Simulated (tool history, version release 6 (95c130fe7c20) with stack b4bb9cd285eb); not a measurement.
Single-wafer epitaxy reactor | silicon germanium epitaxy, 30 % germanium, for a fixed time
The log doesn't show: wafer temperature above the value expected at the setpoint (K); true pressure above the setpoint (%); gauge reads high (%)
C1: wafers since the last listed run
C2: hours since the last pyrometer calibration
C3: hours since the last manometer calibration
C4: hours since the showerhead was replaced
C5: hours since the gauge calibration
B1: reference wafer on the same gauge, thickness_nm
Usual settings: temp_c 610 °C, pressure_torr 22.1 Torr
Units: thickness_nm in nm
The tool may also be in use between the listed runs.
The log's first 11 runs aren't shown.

Run 12, hour 856.2: usual settings but pressure_torr 19.5 Torr; C1 1248; C2 1084.3; C3 1966.2; C4 7363.2; C5 1361.0; B1 71.973. Result: thickness_nm 69.444 nm.
Run 13, hour 949.3: usual settings but pressure_torr 19.5 Torr; C1 2140; C2 1177.4; C3 2059.3; C4 7456.3; C5 1454.1; B1 71.908. Result: thickness_nm 69.482 nm.
Run 14, hour 1053.7: usual settings but pressure_torr 19.5 Torr; C1 2400; C2 1281.8; C3 2163.7; C4 7560.7; C5 1558.5; B1 71.900. Result: thickness_nm 69.466 nm.
Run 15, hour 1103.7: usual settings but temp_c 621 °C, pressure_torr 26.0 Torr; C1 1149; C2 1331.8; C3 2213.7; C4 7610.7; C5 1608.5; B1 71.878. Result: thickness_nm 92.260 nm.
Run 16, hour 1184.3: usual settings but temp_c 621 °C, pressure_torr 26.0 Torr; C1 1853; C2 1412.4; C3 2294.3; C4 7691.3; C5 1689.1; B1 71.894. Result: thickness_nm 92.199 nm.
At hour 1213.5: capacitance manometer re-zeroed and calibrated.
At hour 1263.2: showerhead replaced.
Run 17, hour 1361.1: usual settings but temp_c 621 °C, pressure_torr 26.0 Torr; C1 3697; C2 1589.2; C3 147.6; C4 97.9; C5 1865.9; B1 71.835. Result: thickness_nm 93.914 nm.
Run 18, hour 1423.8: usual settings but temp_c 599 °C, pressure_torr 16.7 Torr; C1 1441; C2 1651.9; C3 210.3; C4 160.6; C5 1928.6; B1 71.927. Result: thickness_nm 56.086 nm.
Run 19, hour 1477.9: usual settings; C1 1243; C2 1706.0; C3 264.4; C4 214.7; C5 1982.7; B1 71.901. Result: thickness_nm 73.866 nm.
Run 20, hour 1554.5: usual settings but pressure_torr 25.1 Torr; C1 1761; C2 1782.6; C3 341.0; C4 291.3; C5 2059.3; B1 71.810. Result: thickness_nm 77.866 nm.
At hour 1577.7: gauge calibrated.
Run 21, hour 1629.0: usual settings but temp_c 603 °C, pressure_torr 26.5 Torr; C1 1713; C2 1857.1; C3 415.5; C4 365.8; C5 51.3; B1 71.902. Result: thickness_nm 70.995 nm.
Run 22, hour 1886.1: usual settings but temp_c 623 °C, pressure_torr 17.9 Torr; C1 5911; C2 2114.2; C3 672.6; C4 622.9; C5 308.4; B1 71.917. Result: thickness_nm 83.138 nm.
Run 23, hour 1971.2: usual settings but temp_c 606 °C, pressure_torr 25.1 Torr; C1 1956; C2 2199.3; C3 757.7; C4 708.0; C5 393.5; B1 71.917. Result: thickness_nm 72.755 nm.
Run 24, hour 2032.1: usual settings but pressure_torr 25.8 Torr; C1 1400; C2 2260.2; C3 818.6; C4 768.9; C5 454.4; B1 71.913. Result: thickness_nm 77.954 nm.
Run 25, hour 2093.6: usual settings; C1 1414; C2 2321.7; C3 880.1; C4 830.4; C5 515.9; B1 71.877. Result: thickness_nm 73.850 nm.
At hour 2149.4: pyrometer calibrated.
Run 26, hour 2187.9: usual settings but temp_c 623 °C, pressure_torr 19.8 Torr; C1 1984; C2 38.5; C3 974.4; C4 924.7; C5 610.2; B1 71.812. Result: thickness_nm 87.547 nm.
Run 27, hour 2243.7: usual settings but temp_c 618 °C; C1 1283; C2 94.3; C3 1030.2; C4 980.5; C5 666.0; B1 71.917. Result: thickness_nm 84.999 nm.
Run 28, hour 2325.7: usual settings; C1 1885; C2 176.3; C3 1112.2; C4 1062.5; C5 748.0; B1 71.904. Result: thickness_nm 74.487 nm.
Run 29, hour 2362.0: usual settings but temp_c 615 °C, pressure_torr 27.2 Torr; C1 834; C2 212.6; C3 1148.5; C4 1098.8; C5 784.3; B1 71.889. Result: thickness_nm 87.698 nm.
Run 30, hour 2407.0: usual settings but temp_c 600 °C, pressure_torr 17.6 Torr; C1 1034; C2 257.6; C3 1193.5; C4 1143.8; C5 829.3; B1 71.908. Result: thickness_nm 57.828 nm.
Run 31, hour 2497.3: usual settings but temp_c 604 °C, pressure_torr 19.6 Torr; C1 2076; C2 347.9; C3 1283.8; C4 1234.1; C5 919.6; B1 71.990. Result: thickness_nm 64.233 nm.
Run 32, hour 2591.9: usual settings but pressure_torr 27.3 Torr; C1 2175; C2 442.5; C3 1378.4; C4 1328.7; C5 1014.2; B1 71.836. Result: thickness_nm 80.622 nm.
Run 33, hour 2646.6: usual settings but temp_c 624 °C, pressure_torr 27.3 Torr; C1 1257; C2 497.2; C3 1433.1; C4 1383.4; C5 1068.9; B1 71.959. Result: thickness_nm 99.360 nm.
Run 34, hour 2726.7: usual settings but pressure_torr 18.0 Torr; C1 1841; C2 577.3; C3 1513.2; C4 1463.5; C5 1149.0; B1 71.915. Result: thickness_nm 67.546 nm.

Forecast each of these 5 alternatives for the next run:
Run A, hour 2727.1: usual settings but temp_c 617 °C; C1 9; C2 577.7; C3 1513.6; C4 1463.9; C5 1149.4; B1 ?. Result: thickness_nm ?.
Run B, hour 2727.1: usual settings but temp_c 617 °C, pressure_torr 27.4 Torr; C1 9; C2 577.7; C3 1513.6; C4 1463.9; C5 1149.4; B1 ?. Result: thickness_nm ?.
Run C, hour 2727.1: usual settings but temp_c 604 °C, pressure_torr 24.9 Torr; C1 9; C2 577.7; C3 1513.6; C4 1463.9; C5 1149.4; B1 ?. Result: thickness_nm ?.
Run D, hour 2727.1: usual settings but temp_c 604 °C, pressure_torr 17.7 Torr; C1 9; C2 577.7; C3 1513.6; C4 1463.9; C5 1149.4; B1 ?. Result: thickness_nm ?.
Run E, hour 2727.1: usual settings but temp_c 597 °C, pressure_torr 25.0 Torr; C1 9; C2 577.7; C3 1513.6; C4 1463.9; C5 1149.4; B1 ?. Result: thickness_nm ?.

run      B1  thickness_nm
  A  71.837        82.517
  B  71.837        89.741
  C  71.837        70.469
  D  71.837        61.713
  E  71.837        63.085
Without the tool's hidden state the same runs would have given:
run  thickness_nm
  A        84.466
  B        91.860
  C        72.154
  D        63.189
  E        64.604

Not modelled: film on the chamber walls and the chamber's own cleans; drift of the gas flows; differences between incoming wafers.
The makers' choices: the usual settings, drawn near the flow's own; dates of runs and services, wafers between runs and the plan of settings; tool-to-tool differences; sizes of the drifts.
